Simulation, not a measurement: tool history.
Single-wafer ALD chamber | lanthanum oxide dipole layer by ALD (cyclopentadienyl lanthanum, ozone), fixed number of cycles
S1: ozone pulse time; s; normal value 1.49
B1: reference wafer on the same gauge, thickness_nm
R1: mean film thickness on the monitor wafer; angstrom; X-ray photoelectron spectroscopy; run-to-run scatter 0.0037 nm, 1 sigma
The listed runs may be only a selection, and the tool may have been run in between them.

run    hour    S1     B1    R1
  1     0.0  1.76  0.686  6.19
  2    33.0  1.05  0.690  5.88
  3    66.8  1.05  0.687  5.88
  4   124.0  1.05  0.686  5.91
  5   270.9  1.49  0.688  6.11
  6   333.3  1.49  0.687  6.10
  7   381.0  1.49  0.689  6.06
  8   492.8  1.49  0.685  6.06
  9   529.4  1.49  0.687  6.06
 10   574.6  1.94  0.687  6.25
 11   620.9  1.78  0.686  6.16
 12   671.6  1.49  0.686  6.09
 13   727.1  1.49  0.689  6.02
 14   788.8  1.49  0.686  6.05
 15   849.0  1.95  0.687  6.19
      899.2  -- showerhead replaced
 16   899.7  1.95  0.685  6.23
 17   954.0  0.90  0.687  5.67
      996.3  -- ozone generator serviced
 18  1005.0  1.49  0.689  6.17
 19  1051.4  1.01  0.689  5.96
 20  1116.9  0.96  0.688  5.83
 21  1158.6  2.04  0.689  6.32
     1182.6  -- thermocouple changed; heater temperature recalibrated
 22  1222.6  1.49  0.685  6.16
     1245.9  -- gauge calibrated
 23  1292.6  2.03  0.686  6.28
 24  1351.3  1.86  0.688  6.21
 25  1409.9  1.75  0.686  6.17
 26  1444.6  2.07  0.686  6.23
 27  1478.0  0.91  0.687  5.75
 28  1522.8  1.09  0.686  5.84
 29  1558.3  1.13  0.688  5.83
 30  1615.1  1.49  0.689  6.09
 31  1670.7  1.26  0.688  5.94
 32  1734.1  1.98  0.688  6.23
 33  1789.3  2.05  0.686  6.23
 34  1966.6  1.69  0.687  6.13
     2007.3  -- ozone generator serviced
 35  2023.0  1.49  0.685  6.21

3 options for the next run, each taken on its own from the tool as it stands now. Forecast them:
  A  2023.4  1.71   ?   ?
  B  2023.4  1.19   ?   ?
  C  2023.4  1.28   ?   ?

run     B1    R1
  A  0.689  6.26
  B  0.689  6.07
  C  0.689  6.11
Without the tool's hidden state the same runs would have given:
run    R1
  A  6.27
  B  6.08
  C  6.12

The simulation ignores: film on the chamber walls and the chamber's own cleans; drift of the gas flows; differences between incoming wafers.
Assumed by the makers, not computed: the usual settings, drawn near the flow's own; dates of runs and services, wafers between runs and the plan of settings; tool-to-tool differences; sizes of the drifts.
